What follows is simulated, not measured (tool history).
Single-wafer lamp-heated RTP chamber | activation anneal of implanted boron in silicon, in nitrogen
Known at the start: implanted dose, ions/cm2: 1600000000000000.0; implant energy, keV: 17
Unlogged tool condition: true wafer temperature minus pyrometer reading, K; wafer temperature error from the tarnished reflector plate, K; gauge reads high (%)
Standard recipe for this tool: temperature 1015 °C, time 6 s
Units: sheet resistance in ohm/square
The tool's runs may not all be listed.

run,hour,temperature,time,wafers since the last listed run,wafers since the last pyrometer calibration,wafers since the reflector plate was cleaned,hours since the gauge calibration,"read-back reference wafer on the same gauge, sheet resistance",sheet resistance
1,0.0,995,4,0,4310,4540,156.4,89.85,102.17
2,50.2,995,4,929,5240,5470,206.6,89.53,102.27
# hour 70.4: reflector plate cleaned
3,95.0,995,4,681,5921,455,251.4,89.57,102.28
# hour 132.8: pyrometer window cleaned and pyrometer calibrated
4,153.8,995,6,940,388,1395,310.2,89.36,100.01
5,223.6,995,6,1292,1680,2688,380.0,89.32,99.61
6,251.8,995,6,522,2203,3210,408.2,89.41,99.95
7,292.8,1015,6,759,2962,3969,449.2,89.23,91.88
8,324.6,1015,6,588,3551,4558,481.0,89.17,91.74
# hour 377.3: reflector plate cleaned
9,437.6,1015,6,1944,5495,1116,594.0,89.00,90.96
# hour 491.1: pyrometer window cleaned and pyrometer calibrated
10,497.3,1015,6,957,114,2073,653.7,88.80,92.22
11,540.0,1015,6,790,905,2864,696.4,88.74,91.06
12,611.4,1015,6,1322,2227,4186,767.8,88.58,91.25
# hour 640.9: reflector plate cleaned
13,641.4,1015,6,407,2635,8,797.8,88.62,91.15
14,708.0,1015,6,1233,3868,1241,864.4,88.41,91.14
15,735.8,1015,6,514,4383,1756,892.2,88.48,91.06
16,807.0,1033,3,1318,5701,3074,963.4,88.34,88.09
# hour 828.3: pyrometer window cleaned and pyrometer calibrated
17,852.7,1015,6,698,451,3773,1009.1,88.20,90.32
18,879.9,1015,6,503,955,4276,1036.3,88.10,89.94
19,916.4,1002,5,675,1631,4952,1072.8,87.98,96.66

Run 20 is up next; what results do you expect?
# hour 917.3: gauge calibrated
# hour 927.4: reflector plate cleaned
20,950.3,1015,5,479,2110,423,33.0,?,?

Run 20 measured read-back reference wafer on the same gauge, sheet resistance 89.90, sheet resistance 93.08 ohm/square.
The same run, on a tool lacking any hidden state, would have yielded sheet resistance 93.13 ohm/square.
